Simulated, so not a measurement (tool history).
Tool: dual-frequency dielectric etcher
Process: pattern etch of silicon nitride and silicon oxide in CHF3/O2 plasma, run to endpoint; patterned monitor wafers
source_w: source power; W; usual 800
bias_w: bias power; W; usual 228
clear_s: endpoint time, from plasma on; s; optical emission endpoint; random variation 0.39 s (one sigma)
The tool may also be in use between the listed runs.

run    hour  source_w  bias_w  wafers since the last listed run  hours since the last wet clean  hours since the last source power generator calibration  hours since the last bias power generator calibration  hours since the last upper electrode change  incoming incoming film thickness, nm  clear_s
  1     0.0       800     228                                 0                           710.6                                                   1040.8                                                 1565.8                                       4739.8                                 193.2    107.6
       49.4  -- wet clean of the chamber
  2    76.5       800     228                               497                            27.1                                                   1117.3                                                 1642.3                                       4816.3                                 194.8    109.2
  3   147.8       800     228                               675                            98.4                                                   1188.6                                                 1713.6                                       4887.6                                 193.3    108.9
  4   209.5       720     228                               584                           160.1                                                   1250.3                                                 1775.3                                       4949.3                                 195.8    113.4
  5   304.5       720     228                               899                           255.1                                                   1345.3                                                 1870.3                                       5044.3                                 192.7    112.7
  6   410.8       800     200                              1006                           361.4                                                   1451.6                                                 1976.6                                       5150.6                                 192.8    114.4
  7   468.9       800     200                               550                           419.5                                                   1509.7                                                 2034.7                                       5208.7                                 193.6    115.5
      476.2  -- source power generator calibrated
      530.0  -- upper electrode replaced
  8   549.6       800     228                               499                           500.2                                                     73.4                                                 2115.4                                         19.6                                 194.4    108.0
  9   597.2       800     228                               450                           547.8                                                    121.0                                                 2163.0                                         67.2                                 193.0    107.5
 10   704.7       930     228                              1018                           655.3                                                    228.5                                                 2270.5                                        174.7                                 195.5    103.3
      750.5  -- wet clean of the chamber
 11   804.8       930     228                               720                            54.3                                                    328.6                                                 2370.6                                        274.8                                 194.8    104.7
 12   901.5       930     228                               915                           151.0                                                    425.3                                                 2467.3                                        371.5                                 193.7    103.5
 13   957.9       960     247                               534                           207.4                                                    481.7                                                 2523.7                                        427.9                                 192.9     98.5
 14  1035.1       800     228                               731                           284.6                                                    558.9                                                 2600.9                                        505.1                                 195.1    110.1
 15  1100.8       800     228                               622                           350.3                                                    624.6                                                 2666.6                                        570.8                                 193.8    109.0
 16  1193.2       690     189                               875                           442.7                                                    717.0                                                 2759.0                                        663.2                                 193.9    125.3
 17  1261.2       950     202                               643                           510.7                                                    785.0                                                 2827.0                                        731.2                                 195.8    109.5
     1397.9  -- wet clean of the chamber
 18  1475.9       800     228                              1805                            78.0                                                    999.7                                                 3041.7                                        945.9                                 193.8    110.9
 19  1527.9       910     284                               492                           130.0                                                   1051.7                                                 3093.7                                        997.9                                 193.9     96.1
 20  1566.6       890     205                               366                           168.7                                                   1090.4                                                 3132.4                                       1036.6                                 192.6    111.2
 21  1635.3       620     197                               650                           237.4                                                   1159.1                                                 3201.1                                       1105.3                                 193.2    127.8
 22  1678.3       930     198                               407                           280.4                                                   1202.1                                                 3244.1                                       1148.3                                 193.9    111.9
     1687.0  -- bias power generator calibrated
 23  1759.8       620     228                               733                           361.9                                                   1283.6                                                   72.8                                       1229.8                                 194.6    118.8
 24  1805.7       680     177                               434                           407.8                                                   1329.5                                                  118.7                                       1275.7                                 192.8    128.6
 25  1893.6       800     228                               832                           495.7                                                   1417.4                                                  206.6                                       1363.6                                 191.4    106.3
 26  1997.0       920     182                               979                           599.1                                                   1520.8                                                  310.0                                       1467.0                                 193.1    114.1
     2062.8  -- source power generator calibrated
 27  2084.0       630     256                               786                           686.1                                                     21.2                                                  397.0                                       1554.0                                 195.2    110.7
     2124.1  -- wet clean of the chamber
 28  2162.5       930     258                               516                            38.4                                                     99.7                                                  475.5                                       1632.5                                 195.4     98.7
 29  2229.5       690     228                               634                           105.4                                                    166.7                                                  542.5                                       1699.5                                 194.2    114.0
 30  2329.6       800     258                               947                           205.5                                                    266.8                                                  642.6                                       1799.6                                 193.5    103.1
 31  2365.9       800     228                               343                           241.8                                                    303.1                                                  678.9                                       1835.9                                 195.6    110.1
 32  2424.9       720     184                               558                           300.8                                                    362.1                                                  737.9                                       1894.9                                 194.9    125.9
 33  2501.4       800     181                               724                           377.3                                                    438.6                                                  814.4                                       1971.4                                 194.2    121.2
 34  2562.8       950     255                               581                           438.7                                                    500.0                                                  875.8                                       2032.8                                 194.7     97.7
 35  2646.9       860     191                               796                           522.8                                                    584.1                                                  959.9                                       2116.9                                 194.6    115.2

The tool's hidden state at each run:
source power that arrives over what is set, %: 0 in every run
H1: etch rate over this chamber's usual, %
H2: bias power that arrives over what is set, %
run      H1      H2
  1    1.78  -0.336
  2   0.322  -0.429
  3   0.501  -0.521
  4   0.656  -0.603
  5   0.895  -0.735
  6    1.16  -0.892
  7    1.31  -0.981
  8    1.51   -1.11
  9    1.63   -1.19
 10     1.9   -1.37
 11   0.301   -1.55
 12   0.544   -1.72
 13   0.685   -1.83
 14    0.88   -1.98
 15    1.04   -2.12
 16    1.28   -2.31
 17    1.45   -2.45
 18   0.142   -2.93
 19   0.272   -3.06
 20    0.37   -3.15
 21   0.542   -3.31
 22    0.65   -3.42
 23   0.855   -0.16
 24   0.971  -0.163
 25    1.19  -0.174
 26    1.45  -0.195
 27    1.67  -0.218
 28  -0.106  -0.244
 29   0.062  -0.271
 30   0.314  -0.316
 31   0.405  -0.334
 32   0.553  -0.366
 33   0.745  -0.411
 34     0.9  -0.451
 35    1.11   -0.51
